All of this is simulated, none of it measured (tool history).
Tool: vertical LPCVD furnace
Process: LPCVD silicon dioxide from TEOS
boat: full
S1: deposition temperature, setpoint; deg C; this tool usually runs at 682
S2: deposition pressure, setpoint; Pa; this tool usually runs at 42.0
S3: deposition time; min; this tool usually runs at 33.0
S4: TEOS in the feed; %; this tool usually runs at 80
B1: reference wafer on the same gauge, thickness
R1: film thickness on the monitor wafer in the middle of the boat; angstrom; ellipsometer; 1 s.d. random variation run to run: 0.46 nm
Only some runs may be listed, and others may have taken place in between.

Run 1, hour 0.0: usual settings; B1 202.17. Result: R1 1768.5 angstrom.
Run 2, hour 30.7: usual settings but S2 35.3 Pa; B1 202.20. Result: R1 1617.1 angstrom.
Run 3, hour 102.0: usual settings but S2 35.3 Pa; B1 201.88. Result: R1 1616.7 angstrom.
Run 4, hour 156.0: usual settings but S4 74 %; B1 202.04. Result: R1 1706.0 angstrom.
Run 5, hour 225.5: usual settings but S3 36.0 min; B1 202.02. Result: R1 1931.9 angstrom.
Run 6, hour 271.0: usual settings but S3 36.0 min; B1 201.90. Result: R1 1924.4 angstrom.
Run 7, hour 304.0: usual settings but S3 36.0 min; B1 202.10. Result: R1 1924.0 angstrom.
At hour 337.3: TEOS flow controller replaced.
Run 8, hour 358.3: usual settings but S1 670 deg C, S2 48.7 Pa, S3 36.5 min, S4 64 %; B1 201.89. Result: R1 1399.9 angstrom.
Run 9, hour 419.3: usual settings; B1 202.30. Result: R1 1756.5 angstrom.
Run 10, hour 501.2: usual settings but S1 670 deg C, S3 28.5 min; B1 202.13. Result: R1 1136.5 angstrom.
Run 11, hour 560.0: usual settings but S2 39.3 Pa, S3 40.0 min, S4 76 %; B1 202.26. Result: R1 2008.7 angstrom.
Run 12, hour 610.7: usual settings but S1 690 deg C, S4 94 %; B1 201.94. Result: R1 2316.2 angstrom.
At hour 649.6: thermocouples replaced and temperature profile calibrated.
Run 13, hour 670.5: usual settings but S1 674 deg C, S2 32.7 Pa; B1 201.87. Result: R1 1264.5 angstrom.
Run 14, hour 720.2: usual settings but S3 23.0 min, S4 87 %; B1 202.19. Result: R1 1273.5 angstrom.
At hour 788.1: pressure gauge zeroed.
Run 15, hour 788.6: usual settings but S2 32.0 Pa; B1 201.90. Result: R1 1568.2 angstrom.
Run 16, hour 834.5: usual settings but S2 36.7 Pa, S4 67 %; B1 201.92. Result: R1 1528.4 angstrom.
Run 17, hour 881.7: usual settings but S1 676 deg C, S2 45.3 Pa, S3 26.0 min; B1 202.00. Result: R1 1267.1 angstrom.
Run 18, hour 937.1: usual settings but S1 671 deg C, S2 45.3 Pa, S4 71 %; B1 201.90. Result: R1 1338.1 angstrom.
Run 19, hour 977.8: usual settings; B1 201.84. Result: R1 1790.9 angstrom.
Run 20, hour 1015.9: usual settings but S1 672 deg C, S2 48.0 Pa, S3 45.0 min, S4 85 %; B1 201.88. Result: R1 2104.0 angstrom.
Run 21, hour 1073.1: usual settings but S3 42.5 min, S4 94 %; B1 201.99. Result: R1 2498.6 angstrom.
Run 22, hour 1137.3: usual settings; B1 202.09. Result: R1 1794.5 angstrom.
Run 23, hour 1176.7: usual settings; B1 202.04. Result: R1 1789.9 angstrom.
Run 24, hour 1204.2: usual settings but S2 48.7 Pa, S4 92 %; B1 202.01. Result: R1 2056.2 angstrom.
Run 25, hour 1320.0: usual settings but S4 67 %; B1 201.87. Result: R1 1644.2 angstrom.
Run 26, hour 1387.9: usual settings but S1 690 deg C, S3 24.0 min, S4 85 %; B1 201.95. Result: R1 1628.3 angstrom.
Run 27, hour 1440.2: usual settings but S3 39.0 min, S4 95 %; B1 202.14. Result: R1 2306.6 angstrom.
Run 28, hour 1486.8: usual settings but S1 677 deg C, S2 50.0 Pa, S4 74 %; B1 202.07. Result: R1 1671.6 angstrom.
Run 29, hour 1523.7: usual settings but S1 677 deg C, S2 49.3 Pa, S4 73 %; B1 202.15. Result: R1 1645.0 angstrom.
Run 30, hour 1580.4: usual settings but S1 689 deg C, S2 36.7 Pa, S4 65 %; B1 202.12. Result: R1 1782.1 angstrom.
Run 31, hour 1612.9: usual settings but S1 688 deg C, S3 20.5 min, S4 74 %; B1 201.75. Result: R1 1240.0 angstrom.

Consider 4 possible next runs. They are alternatives, not a sequence: every one starts from the tool as it was left by run 31. What does each give?
Run A, hour 1616.5: usual settings; B1 ?. Result: R1 ?.
Run B, hour 1616.5: usual settings but S2 48.7 Pa, S3 22.0 min, S4 90 %; B1 ?. Result: R1 ?.
Run C, hour 1616.5: usual settings but S1 685 deg C, S2 46.7 Pa, S3 24.0 min, S4 71 %; B1 ?. Result: R1 ?.
Run D, hour 1616.5: usual settings but S1 689 deg C, S2 48.0 Pa, S3 22.5 min, S4 86 %; B1 ?. Result: R1 ?.

run      B1      R1
  A  202.11  1794.0
  B  202.11  1365.5
  C  202.11  1392.6
  D  202.11  1603.5
Without the tool's unlogged condition, the same runs would have read:
run      R1
  A  1793.7
  B  1365.3
  C  1392.5
  D  1603.3

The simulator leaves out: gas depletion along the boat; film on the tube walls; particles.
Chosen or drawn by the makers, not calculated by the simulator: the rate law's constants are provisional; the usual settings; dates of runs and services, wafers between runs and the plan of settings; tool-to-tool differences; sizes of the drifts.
